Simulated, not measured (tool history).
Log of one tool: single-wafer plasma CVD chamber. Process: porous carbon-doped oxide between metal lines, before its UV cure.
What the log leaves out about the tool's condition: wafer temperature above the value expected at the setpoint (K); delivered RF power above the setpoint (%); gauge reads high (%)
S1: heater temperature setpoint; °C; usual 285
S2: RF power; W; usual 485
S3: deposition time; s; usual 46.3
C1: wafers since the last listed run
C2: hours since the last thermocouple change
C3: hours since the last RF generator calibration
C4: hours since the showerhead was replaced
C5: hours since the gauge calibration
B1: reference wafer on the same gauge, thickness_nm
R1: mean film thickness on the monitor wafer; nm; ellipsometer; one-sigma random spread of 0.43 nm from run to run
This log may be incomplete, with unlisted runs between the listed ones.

run	hour	S1	S2	S3	C1	C2	C3	C4	C5	B1	R1
1	0.0	285	525	52.5	0	1141.7	2012.2	8721.5	84.1	241.927	323.845
2	6.3	285	485	46.3	140	1148.0	2018.5	8727.8	90.4	241.968	274.256
3	17.5	290	485	46.3	250	1159.2	2029.7	8739.0	101.6	241.983	264.350
# hour 20.8: gauge calibrated
4	29.8	285	485	43.9	274	1171.5	2042.0	8751.3	9.0	241.879	260.413
5	46.3	285	485	43.9	368	1188.0	2058.5	8767.8	25.5	241.985	260.194
6	53.2	285	485	43.9	154	1194.9	2065.4	8774.7	32.4	241.888	259.268
7	68.5	285	485	46.3	341	1210.2	2080.7	8790.0	47.7	241.986	274.024
8	78.0	285	485	46.3	212	1219.7	2090.2	8799.5	57.2	242.034	273.177
# hour 92.5: RF generator calibrated
9	93.0	274	520	42.2	156	1234.7	0.5	8814.5	72.2	241.937	279.858
# hour 105.8: thermocouple changed; heater temperature recalibrated
10	106.3	293	535	52.5	118	0.5	13.8	8827.8	85.5	241.905	321.213
11	110.4	289	485	46.3	91	4.6	17.9	8831.9	89.6	241.844	275.887
12	120.1	273	565	40.6	216	14.3	27.6	8841.6	99.3	242.197	296.132
# hour 122.8: gauge calibrated
# hour 128.7: showerhead replaced
13	136.4	285	485	46.3	185	30.6	43.9	7.7	13.6	242.001	284.097
14	142.6	285	485	54.1	138	36.8	50.1	13.9	19.8	241.942	330.870
15	157.8	275	425	46.3	339	52.0	65.3	29.1	35.0	241.918	284.253
16	172.0	285	575	46.3	317	66.2	79.5	43.3	49.2	241.939	311.577

Predict each of these 3 candidate next runs independently; none follows another, all start after run 16:
A	172.4	285	485	46.3	8	66.6	79.9	43.7	49.6	?	?
B	172.4	297	525	54.8	8	66.6	79.9	43.7	49.6	?	?
C	172.4	277	485	46.3	8	66.6	79.9	43.7	49.6	?	?

run	B1	R1
A	242.126	283.975
B	242.126	321.892
C	242.126	300.912
What these runs would have given with no unlogged condition in the tool:
run	R1
A	283.002
B	320.866
C	299.838
